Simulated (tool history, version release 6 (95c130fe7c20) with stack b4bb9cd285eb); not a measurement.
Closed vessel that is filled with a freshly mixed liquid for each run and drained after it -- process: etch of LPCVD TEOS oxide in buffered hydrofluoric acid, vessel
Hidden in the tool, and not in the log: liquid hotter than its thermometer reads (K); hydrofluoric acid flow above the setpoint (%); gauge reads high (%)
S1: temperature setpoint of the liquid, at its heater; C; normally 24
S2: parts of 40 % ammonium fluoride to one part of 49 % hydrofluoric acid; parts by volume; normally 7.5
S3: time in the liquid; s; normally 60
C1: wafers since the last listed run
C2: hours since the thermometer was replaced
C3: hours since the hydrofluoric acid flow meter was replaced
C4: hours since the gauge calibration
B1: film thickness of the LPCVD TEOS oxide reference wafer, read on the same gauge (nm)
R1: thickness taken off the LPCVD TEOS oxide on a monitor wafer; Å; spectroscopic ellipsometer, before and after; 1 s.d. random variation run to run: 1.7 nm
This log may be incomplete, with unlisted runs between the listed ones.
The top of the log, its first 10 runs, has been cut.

Run 11, hour 287: usual settings but S1 26 C; C1 2913; C2 29; C3 877.8; C4 43.9; B1 50.04. Result: R1 3675.5 Å.
At hour 298.4: hydrofluoric acid flow meter replaced.
Run 12, hour 317.2: usual settings; C1 3938; C2 59.2; C3 18.8; C4 74.1; B1 50.02. Result: R1 3099.2 Å.
Run 13, hour 347.2: usual settings; C1 4046; C2 89.2; C3 48.8; C4 104.1; B1 50.01. Result: R1 3130.3 Å.
Run 14, hour 363.3: usual settings but S3 40 s; C1 2171; C2 105.3; C3 64.9; C4 120.2; B1 49.99. Result: R1 2074.8 Å.
Run 15, hour 399.2: usual settings but S3 40 s; C1 4842; C2 141.2; C3 100.8; C4 156.1; B1 50.04. Result: R1 2093.2 Å.
Run 16, hour 422.8: usual settings but S1 21.5 C, S2 9 parts by volume, S3 30 s; C1 3183; C2 164.8; C3 124.4; C4 179.7; B1 49.98. Result: R1 1109.6 Å.
Run 17, hour 444.6: usual settings; C1 2940; C2 186.6; C3 146.2; C4 201.5; B1 50. Result: R1 3148.4 Å.
Run 18, hour 460: usual settings but S2 9 parts by volume; C1 2077; C2 202; C3 161.6; C4 216.9; B1 50.07. Result: R1 2559.6 Å.
Run 19, hour 478.5: usual settings; C1 2495; C2 220.5; C3 180.1; C4 235.4; B1 49.97. Result: R1 3147.7 Å.
Run 20, hour 492.8: usual settings; C1 1928; C2 234.8; C3 194.4; C4 249.7; B1 50.07. Result: R1 3136 Å.
Run 21, hour 524.4: usual settings but S1 27 C, S2 8.5 parts by volume, S3 40 s; C1 4262; C2 266.4; C3 226; C4 281.3; B1 50. Result: R1 2154.1 Å.
Run 22, hour 545: usual settings but S1 27.5 C, S2 5 parts by volume, S3 30 s; C1 2778; C2 287; C3 246.6; C4 301.9; B1 50.04. Result: R1 2718.7 Å.
Run 23, hour 557.4: usual settings but S2 10 parts by volume; C1 1672; C2 299.4; C3 259; C4 314.3; B1 50. Result: R1 2427.6 Å.
Run 24, hour 582.2: usual settings but S2 5 parts by volume, S3 35 s; C1 3345; C2 324.2; C3 283.8; C4 339.1; B1 49.96. Result: R1 2641.5 Å.
Run 25, hour 606.8: usual settings but S2 8.5 parts by volume, S3 75 s; C1 3318; C2 348.8; C3 308.4; C4 363.7; B1 49.99. Result: R1 3458.5 Å.
Run 26, hour 642: usual settings but S1 19.5 C, S2 6 parts by volume, S3 45 s; C1 4748; C2 384; C3 343.6; C4 398.9; B1 50.02. Result: R1 2282.2 Å.
Run 27, hour 658.3: usual settings but S1 28.5 C, S2 5 parts by volume, S3 85 s; C1 2198; C2 400.3; C3 359.9; C4 415.2; B1 50. Result: R1 8194.6 Å.
Run 28, hour 688.4: usual settings but S1 26.5 C, S2 5 parts by volume; C1 4060; C2 430.4; C3 390; C4 445.3; B1 50. Result: R1 5205 Å.
Run 29, hour 751.9: usual settings but S1 20 C, S2 6.5 parts by volume; C1 8565; C2 493.9; C3 453.5; C4 508.8; B1 49.99. Result: R1 2945.2 Å.
Run 30, hour 780.5: usual settings but S1 27.5 C; C1 3857; C2 522.5; C3 482.1; C4 537.4; B1 50.02. Result: R1 3897 Å.

4 options for the next run, each taken on its own from the tool as it stands now. Forecast them:
Run A, hour 781.2: usual settings; C1 94; C2 523.2; C3 482.8; C4 538.1; B1 ?. Result: R1 ?.
Run B, hour 781.2: usual settings but S3 90 s; C1 94; C2 523.2; C3 482.8; C4 538.1; B1 ?. Result: R1 ?.
Run C, hour 781.2: usual settings but S3 95 s; C1 94; C2 523.2; C3 482.8; C4 538.1; B1 ?. Result: R1 ?.
Run D, hour 781.2: usual settings but S2 5.5 parts by volume, S3 90 s; C1 94; C2 523.2; C3 482.8; C4 538.1; B1 ?. Result: R1 ?.

run     B1      R1
  A  49.97  3217.2
  B  49.97  4825.7
  C  49.97  5093.8
  D  49.97  6345.9
With the hidden condition removed and each run's random variation left untouched, the same runs would have given:
run      R1
  A  3102.9
  B  4654.4
  C    4913
  D  6168.9

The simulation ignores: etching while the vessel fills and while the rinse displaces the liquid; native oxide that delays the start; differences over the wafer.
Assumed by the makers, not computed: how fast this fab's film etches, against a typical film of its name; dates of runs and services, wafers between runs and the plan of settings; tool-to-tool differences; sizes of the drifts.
